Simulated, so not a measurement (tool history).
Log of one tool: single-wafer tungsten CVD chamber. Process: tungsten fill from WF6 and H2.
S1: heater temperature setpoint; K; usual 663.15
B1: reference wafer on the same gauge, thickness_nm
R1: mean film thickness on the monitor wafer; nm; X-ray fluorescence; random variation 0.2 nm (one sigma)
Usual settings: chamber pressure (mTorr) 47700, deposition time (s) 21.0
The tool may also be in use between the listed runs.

{"run": 1, "hour": 0.0, "S1": 652.15, "chamber pressure (mTorr)": 47700, "deposition time (s)": 21.0, "B1": 55.325, "R1": 46.887}
{"run": 2, "hour": 104.4, "S1": 652.15, "chamber pressure (mTorr)": 47700, "deposition time (s)": 21.0, "B1": 55.327, "R1": 46.551}
{"run": 3, "hour": 181.1, "S1": 663.15, "chamber pressure (mTorr)": 47700, "deposition time (s)": 21.0, "B1": 55.34, "R1": 56.536}
{"run": 4, "hour": 250.7, "S1": 663.15, "chamber pressure (mTorr)": 47700, "deposition time (s)": 21.0, "B1": 55.325, "R1": 57.055}
{"run": 5, "hour": 306.3, "S1": 663.15, "chamber pressure (mTorr)": 47700, "deposition time (s)": 21.0, "B1": 55.298, "R1": 56.759}
{"run": 6, "hour": 373.5, "S1": 672.15, "chamber pressure (mTorr)": 39500, "deposition time (s)": 21.0, "B1": 55.289, "R1": 58.703}
{"run": 7, "hour": 438.7, "S1": 672.15, "chamber pressure (mTorr)": 39500, "deposition time (s)": 21.0, "B1": 55.313, "R1": 59.069}
{"run": 8, "hour": 510.1, "S1": 672.15, "chamber pressure (mTorr)": 39500, "deposition time (s)": 21.0, "B1": 55.302, "R1": 59.07}
{"run": 9, "hour": 552.8, "S1": 663.15, "chamber pressure (mTorr)": 51800, "deposition time (s)": 19.7, "B1": 55.316, "R1": 56.546}
{"run": 10, "hour": 742.5, "S1": 663.15, "chamber pressure (mTorr)": 51000, "deposition time (s)": 21.0, "B1": 55.297, "R1": 60.085}
{"run": 11, "hour": 829.5, "S1": 663.15, "chamber pressure (mTorr)": 51000, "deposition time (s)": 21.0, "B1": 55.274, "R1": 59.885}
{"run": 12, "hour": 910.8, "S1": 663.15, "chamber pressure (mTorr)": 47700, "deposition time (s)": 21.0, "B1": 55.317, "R1": 57.992}
{"run": 13, "hour": 987.4, "S1": 657.15, "chamber pressure (mTorr)": 47700, "deposition time (s)": 21.0, "B1": 55.307, "R1": 50.34}
{"run": 14, "hour": 1026.3, "S1": 663.15, "chamber pressure (mTorr)": 47700, "deposition time (s)": 21.0, "B1": 55.275, "R1": 55.934}
{"run": 15, "hour": 1100.2, "S1": 671.15, "chamber pressure (mTorr)": 56900, "deposition time (s)": 24.9, "B1": 55.262, "R1": 84.065}
{"run": 16, "hour": 1139.2, "S1": 663.15, "chamber pressure (mTorr)": 47700, "deposition time (s)": 21.0, "B1": 55.331, "R1": 55.967}
{"run": 17, "hour": 1191.1, "S1": 658.15, "chamber pressure (mTorr)": 57500, "deposition time (s)": 19.4, "B1": 55.331, "R1": 52.74}
{"run": 18, "hour": 1252.6, "S1": 676.15, "chamber pressure (mTorr)": 47700, "deposition time (s)": 21.0, "B1": 55.318, "R1": 69.277}
{"run": 19, "hour": 1302.9, "S1": 671.15, "chamber pressure (mTorr)": 59400, "deposition time (s)": 25.0, "B1": 55.317, "R1": 86.214}
{"run": 20, "hour": 1378.5, "S1": 663.15, "chamber pressure (mTorr)": 36900, "deposition time (s)": 24.7, "B1": 55.293, "R1": 55.756}
{"run": 21, "hour": 1477.5, "S1": 676.15, "chamber pressure (mTorr)": 55700, "deposition time (s)": 23.6, "B1": 55.328, "R1": 85.513}
{"run": 22, "hour": 1541.9, "S1": 663.15, "chamber pressure (mTorr)": 47700, "deposition time (s)": 21.0, "B1": 55.297, "R1": 56.323}
{"run": 23, "hour": 1641.0, "S1": 663.15, "chamber pressure (mTorr)": 47700, "deposition time (s)": 23.9, "B1": 55.274, "R1": 63.778}
{"run": 24, "hour": 1724.7, "S1": 656.15, "chamber pressure (mTorr)": 54700, "deposition time (s)": 21.0, "B1": 55.291, "R1": 53.655}
{"run": 25, "hour": 1814.5, "S1": 658.15, "chamber pressure (mTorr)": 42100, "deposition time (s)": 18.5, "B1": 55.317, "R1": 41.875}

Taken out of this log: 5 entries between the listed runs. Where each belongs, and how the hidden state differs across it:
Between runs 8 and 9: gauge calibrated (hour 510.3)
  true pressure above the setpoint (%): 3.87 -> 4.07
  measured less the result without the state, R1: +1.365 -> +1.304 nm
Between runs 12 and 13: capacitance manometer re-zeroed and calibrated (hour 947.4); thermocouple changed; heater temperature recalibrated (hour 986.9)
  true pressure above the setpoint (%): 5.97 -> -0.297
  measured less the result without the state, R1: +1.979 -> -0.090 nm
Between runs 20 and 21: showerhead replaced (hour 1392.1); gauge calibrated (hour 1449.9)
  true pressure above the setpoint (%): -0.0482 -> 0.0801
  measured less the result without the state, R1: -0.017 -> +0.040 nm

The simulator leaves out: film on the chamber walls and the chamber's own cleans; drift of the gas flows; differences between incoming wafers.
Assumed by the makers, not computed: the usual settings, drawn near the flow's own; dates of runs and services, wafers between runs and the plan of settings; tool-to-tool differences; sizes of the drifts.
